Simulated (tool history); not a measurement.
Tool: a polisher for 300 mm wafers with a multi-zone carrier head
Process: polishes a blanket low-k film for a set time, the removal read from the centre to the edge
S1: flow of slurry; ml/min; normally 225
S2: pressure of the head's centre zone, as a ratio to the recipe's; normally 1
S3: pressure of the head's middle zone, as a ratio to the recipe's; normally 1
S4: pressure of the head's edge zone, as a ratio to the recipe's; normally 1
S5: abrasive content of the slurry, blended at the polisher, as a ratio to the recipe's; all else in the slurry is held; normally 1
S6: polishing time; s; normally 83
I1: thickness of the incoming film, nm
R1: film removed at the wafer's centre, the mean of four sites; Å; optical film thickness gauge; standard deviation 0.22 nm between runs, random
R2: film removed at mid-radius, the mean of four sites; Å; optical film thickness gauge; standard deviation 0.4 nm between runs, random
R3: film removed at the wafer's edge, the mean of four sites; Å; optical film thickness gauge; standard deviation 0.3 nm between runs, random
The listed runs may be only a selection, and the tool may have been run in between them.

run	hour	S1	S2	S3	S4	S5	S6	I1	R1	R2	R3
1	0	165	1	1.06	1	1	75	787.3	238	249	242
# hour 10.9: slurry nozzle cleaned
2	14.6	225	1	1	1	1	83	792.2	270	276	274
3	32	225	1	1	1.06	1.2	83	806.3	293	300	304
4	53.3	280	1	1.04	1	1	83	806.3	283	285	277
5	81.7	225	0.88	1	1	1	103	784.8	305	341	337
6	103.2	225	1	1.11	1.09	1	83	812.1	273	300	281
7	137.8	175	1	1	1	1	83	794.1	258	262	266
8	172.4	225	1	1	1	1	83	803.3	263	268	265
9	187.1	300	1	1	0.92	0.7	83	812	231	227	214
# hour 210.3: worn pad replaced by a new one
10	216	225	1.08	1	1	0.75	83	805.3	254	242	239
11	250.4	225	1	0.89	1	1	58	802.8	190	177	194
12	262.6	225	1	1	1	1	83	792.8	274	281	270
# hour 271.4: slurry nozzle cleaned
13	280.8	225	1	1	1	1	69	800.4	225	236	226
# hour 288.6: edge zone pressure recalibrated
14	308.1	225	1	1	1	1	83	807.6	272	266	270
15	343.8	225	1.1	1	1	0.9	69	790	232	219	219
16	366.1	225	1	0.92	1	1	83	803.9	268	260	268
17	378.1	225	1	1	0.95	1	97	786.9	315	314	306
18	409.8	250	1	1	1.11	0.8	102	787.6	296	302	314
# hour 417.3: centre zone pressure recalibrated
19	422.9	225	1	0.95	1	1	94	807.2	295	289	295
# hour 437.7: worn pad replaced by a new one
20	438.2	295	1	1	1	1	83	797.5	285	296	284
21	465	225	1	1	1	1	83	800.2	280	274	275

Forecast each of these 5 alternatives for the next run:
A	465.4	225	1	1	1	1	83	804.7	?	?	?
B	465.4	195	1.07	1	0.96	1	83	804.7	?	?	?
C	465.4	225	1	1	1	1.15	83	804.7	?	?	?
D	465.4	225	1	0.89	1	0.85	97	804.7	?	?	?
E	465.4	225	1	1	1	1.25	75	804.7	?	?	?

run	R1	R2	R3
A	274	273	274
B	284	268	266
C	291	290	291
D	297	268	298
E	272	271	272
Take away the tool's hidden state, keep each run's random variation, and the runs would have read:
run	R1	R2	R3
A	274	273	275
B	285	269	266
C	291	290	292
D	297	269	298
E	272	271	273

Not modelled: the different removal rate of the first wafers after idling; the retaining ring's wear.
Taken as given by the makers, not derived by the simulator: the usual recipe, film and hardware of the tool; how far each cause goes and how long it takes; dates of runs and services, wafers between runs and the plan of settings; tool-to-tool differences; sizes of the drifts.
